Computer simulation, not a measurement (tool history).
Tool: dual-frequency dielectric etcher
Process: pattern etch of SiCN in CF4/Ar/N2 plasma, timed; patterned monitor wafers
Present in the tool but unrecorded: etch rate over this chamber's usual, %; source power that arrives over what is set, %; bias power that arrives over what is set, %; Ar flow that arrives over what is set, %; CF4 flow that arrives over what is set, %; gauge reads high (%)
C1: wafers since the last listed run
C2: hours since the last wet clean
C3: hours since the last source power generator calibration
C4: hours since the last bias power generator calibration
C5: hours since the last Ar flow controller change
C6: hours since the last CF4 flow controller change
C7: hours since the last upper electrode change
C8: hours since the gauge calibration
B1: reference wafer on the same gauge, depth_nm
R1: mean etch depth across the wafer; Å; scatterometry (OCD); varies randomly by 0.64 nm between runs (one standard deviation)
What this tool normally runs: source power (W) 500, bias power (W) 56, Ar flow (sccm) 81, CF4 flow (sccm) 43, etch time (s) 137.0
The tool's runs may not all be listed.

{"run": 1, "day": 0.0, "source power (W)": 410, "bias power (W)": 56, "Ar flow (sccm)": 81, "CF4 flow (sccm)": 43, "etch time (s)": 137.0, "C1": 0, "C2": 113.1, "C3": 1856.0, "C4": 1220.1, "C5": 2742.2, "C6": 2687.8, "C7": 4717.5, "C8": 278.9, "B1": 87.0, "R1": 948}
{"run": 2, "day": 2.908, "source power (W)": 410, "bias power (W)": 56, "Ar flow (sccm)": 81, "CF4 flow (sccm)": 43, "etch time (s)": 137.0, "C1": 462, "C2": 182.9, "C3": 1925.8, "C4": 1289.9, "C5": 2812.0, "C6": 2757.6, "C7": 4787.3, "C8": 348.7, "B1": 87.1, "R1": 937}
{"run": 3, "day": 5.217, "source power (W)": 500, "bias power (W)": 56, "Ar flow (sccm)": 81, "CF4 flow (sccm)": 43, "etch time (s)": 137.0, "C1": 366, "C2": 238.3, "C3": 1981.2, "C4": 1345.3, "C5": 2867.4, "C6": 2813.0, "C7": 4842.7, "C8": 404.1, "B1": 87.2, "R1": 1063}
{"run": 4, "day": 9.092, "source power (W)": 500, "bias power (W)": 56, "Ar flow (sccm)": 81, "CF4 flow (sccm)": 43, "etch time (s)": 137.0, "C1": 615, "C2": 331.3, "C3": 2074.2, "C4": 1438.3, "C5": 2960.4, "C6": 2906.0, "C7": 4935.7, "C8": 497.1, "B1": 87.0, "R1": 1061}
{"run": 5, "day": 11.742, "source power (W)": 500, "bias power (W)": 56, "Ar flow (sccm)": 81, "CF4 flow (sccm)": 43, "etch time (s)": 137.0, "C1": 421, "C2": 394.9, "C3": 2137.8, "C4": 1501.9, "C5": 3024.0, "C6": 2969.6, "C7": 4999.3, "C8": 560.7, "B1": 87.1, "R1": 1047}
{"day": 15.696, "done": "wet clean of the chamber"}
{"day": 15.992, "done": "CF4 flow controller replaced"}
{"run": 6, "day": 16.012, "source power (W)": 500, "bias power (W)": 56, "Ar flow (sccm)": 81, "CF4 flow (sccm)": 49, "etch time (s)": 137.0, "C1": 480, "C2": 7.6, "C3": 2240.3, "C4": 1604.4, "C5": 3126.5, "C6": 0.5, "C7": 5101.8, "C8": 663.2, "B1": 87.2, "R1": 1043}
{"day": 17.133, "done": "bias power generator calibrated"}
{"day": 18.058, "done": "upper electrode replaced"}
{"run": 7, "day": 19.612, "source power (W)": 500, "bias power (W)": 56, "Ar flow (sccm)": 81, "CF4 flow (sccm)": 43, "etch time (s)": 127.0, "C1": 398, "C2": 94.0, "C3": 2326.7, "C4": 59.5, "C5": 3212.9, "C6": 86.9, "C7": 37.3, "C8": 749.6, "B1": 87.1, "R1": 934}
{"run": 8, "day": 21.812, "source power (W)": 500, "bias power (W)": 56, "Ar flow (sccm)": 81, "CF4 flow (sccm)": 43, "etch time (s)": 127.0, "C1": 349, "C2": 146.8, "C3": 2379.5, "C4": 112.3, "C5": 3265.7, "C6": 139.7, "C7": 90.1, "C8": 802.4, "B1": 87.0, "R1": 937}
{"day": 24.758, "done": "gauge calibrated"}
{"day": 25.833, "done": "wet clean of the chamber, repeated, since the last time left the tool worse"}
{"run": 9, "day": 25.854, "source power (W)": 500, "bias power (W)": 56, "Ar flow (sccm)": 81, "CF4 flow (sccm)": 43, "etch time (s)": 137.0, "C1": 483, "C2": 0.5, "C3": 2476.5, "C4": 209.3, "C5": 3362.7, "C6": 236.7, "C7": 187.1, "C8": 26.3, "B1": 86.9, "R1": 1084}
{"run": 10, "day": 27.6, "source power (W)": 500, "bias power (W)": 56, "Ar flow (sccm)": 81, "CF4 flow (sccm)": 43, "etch time (s)": 137.0, "C1": 277, "C2": 42.4, "C3": 2518.4, "C4": 251.2, "C5": 3404.6, "C6": 278.6, "C7": 229.0, "C8": 68.2, "B1": 86.8, "R1": 1091}
{"run": 11, "day": 30.2, "source power (W)": 500, "bias power (W)": 56, "Ar flow (sccm)": 71, "CF4 flow (sccm)": 48, "etch time (s)": 170.5, "C1": 413, "C2": 104.8, "C3": 2580.8, "C4": 313.6, "C5": 3467.0, "C6": 341.0, "C7": 291.4, "C8": 130.6, "B1": 87.0, "R1": 1408}
{"run": 12, "day": 31.896, "source power (W)": 450, "bias power (W)": 56, "Ar flow (sccm)": 75, "CF4 flow (sccm)": 40, "etch time (s)": 108.0, "C1": 269, "C2": 145.5, "C3": 2621.5, "C4": 354.3, "C5": 3507.7, "C6": 381.7, "C7": 332.1, "C8": 171.3, "B1": 87.0, "R1": 795}
{"day": 33.117, "done": "source power generator calibrated"}
{"run": 13, "day": 33.921, "source power (W)": 500, "bias power (W)": 56, "Ar flow (sccm)": 94, "CF4 flow (sccm)": 48, "etch time (s)": 137.0, "C1": 295, "C2": 194.1, "C3": 19.3, "C4": 402.9, "C5": 3556.3, "C6": 430.3, "C7": 380.7, "C8": 219.9, "B1": 87.0, "R1": 1069}
{"run": 14, "day": 36.708, "source power (W)": 500, "bias power (W)": 52, "Ar flow (sccm)": 62, "CF4 flow (sccm)": 38, "etch time (s)": 137.0, "C1": 443, "C2": 261.0, "C3": 86.2, "C4": 469.8, "C5": 3623.2, "C6": 497.2, "C7": 447.6, "C8": 286.8, "B1": 86.9, "R1": 1089}
{"day": 38.504, "done": "Ar flow controller replaced"}
{"run": 15, "day": 38.538, "source power (W)": 420, "bias power (W)": 56, "Ar flow (sccm)": 74, "CF4 flow (sccm)": 33, "etch time (s)": 167.0, "C1": 251, "C2": 304.9, "C3": 130.1, "C4": 513.7, "C5": 0.8, "C6": 541.1, "C7": 491.5, "C8": 330.7, "B1": 87.0, "R1": 1118}
{"run": 16, "day": 41.646, "source power (W)": 500, "bias power (W)": 56, "Ar flow (sccm)": 81, "CF4 flow (sccm)": 43, "etch time (s)": 137.0, "C1": 494, "C2": 379.5, "C3": 204.7, "C4": 588.3, "C5": 75.4, "C6": 615.7, "C7": 566.1, "C8": 405.3, "B1": 86.9, "R1": 1077}
{"run": 17, "day": 44.85, "source power (W)": 590, "bias power (W)": 56, "Ar flow (sccm)": 81, "CF4 flow (sccm)": 43, "etch time (s)": 137.0, "C1": 509, "C2": 456.4, "C3": 281.6, "C4": 665.2, "C5": 152.3, "C6": 692.6, "C7": 643.0, "C8": 482.2, "B1": 87.0, "R1": 1177}
{"run": 18, "day": 46.6, "source power (W)": 550, "bias power (W)": 56, "Ar flow (sccm)": 95, "CF4 flow (sccm)": 43, "etch time (s)": 137.0, "C1": 278, "C2": 498.4, "C3": 323.6, "C4": 707.2, "C5": 194.3, "C6": 734.6, "C7": 685.0, "C8": 524.2, "B1": 86.9, "R1": 1089}

Estimate the outcome of run 19 from the log above:
{"day": 48.254, "done": "wet clean of the chamber"}
{"run": 19, "day": 48.608, "source power (W)": 550, "bias power (W)": 56, "Ar flow (sccm)": 81, "CF4 flow (sccm)": 47, "etch time (s)": 137.0, "C1": 160, "C2": 8.5, "C3": 371.8, "C4": 755.4, "C5": 242.5, "C6": 782.8, "C7": 733.2, "C8": 572.4, "B1": "?", "R1": "?"}

{"run 19": {"B1": 87.0, "R1": 1156}}
Were there no unlogged condition in the tool, this run, its random variation unchanged, would have produced R1 1161 Å.
